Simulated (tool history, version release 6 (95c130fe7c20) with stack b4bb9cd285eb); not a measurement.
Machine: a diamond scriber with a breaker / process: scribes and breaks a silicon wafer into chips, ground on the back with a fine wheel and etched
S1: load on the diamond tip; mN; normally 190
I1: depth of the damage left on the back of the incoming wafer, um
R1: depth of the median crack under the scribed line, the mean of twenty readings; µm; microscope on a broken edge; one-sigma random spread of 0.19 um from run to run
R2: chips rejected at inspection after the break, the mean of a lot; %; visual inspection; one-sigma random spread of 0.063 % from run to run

run 1 hour=0 | S1=190 | I1=0.72 | R1=10.71 R2=1.13
run 2 hour=39 | S1=190 | I1=0.62 | R1=10.76 R2=1.14
run 3 hour=84.3 | S1=190 | I1=0.7 | R1=10.62 R2=1.15
run 4 hour=114.6 | S1=190 | I1=0.43 | R1=10.47 R2=1.12
run 5 hour=152.5 | S1=190 | I1=0.49 | R1=10.32 R2=1.16
run 6 hour=190.9 | S1=227 | I1=0.47 | R1=12.03 R2=2.41
run 7 hour=248.3 | S1=221 | I1=0.56 | R1=11.65 R2=2.11
run 8 hour=275.4 | S1=221 | I1=0.51 | R1=11.46 R2=1.93
run 9 hour=303 | S1=190 | I1=0.52 | R1=10.27 R2=1.1
run 10 hour=341.6 | S1=190 | I1=0.66 | R1=10.3 R2=1.16
run 11 hour=370.1 | S1=170 | I1=0.65 | R1=9.83 R2=1.65
run 12 hour=429.8 | S1=190 | I1=0.57 | R1=10.25 R2=1.04
run 13 hour=530.8 | S1=190 | I1=0.43 | R1=10.12 R2=1.11
run 14 hour=599.2 | S1=136 | I1=0.51 | R1=8.85 R2=5.1
run 15 hour=658.4 | S1=153 | I1=0.44 | R1=9.4 R2=2.88
run 16 hour=708 | S1=163 | I1=0.71 | R1=9.43 R2=1.96
run 17 hour=769.6 | S1=244 | I1=0.49 | R1=12.23 R2=3.75
run 18 hour=823.4 | S1=171 | I1=0.42 | R1=9.84 R2=1.57
run 19 hour=884.1 | S1=190 | I1=0.49 | R1=10.72 R2=1.18
run 20 hour=1090.3 | S1=245 | I1=0.33 | R1=12.42 R2=3.7

Taken out of this log: 3 entries between the listed runs. Where each belongs, and how the hidden state differs across it:
From run 6 to run 7: diamond tip replaced by a new one (hour 206.4)
  both runs share identical hidden conditions
From run 13 to run 14: load on the tip recalibrated (hour 562.9)
  both runs share identical hidden conditions
From run 18 to run 19: diamond tip replaced by a new one (hour 864.7)
  both runs share identical hidden conditions
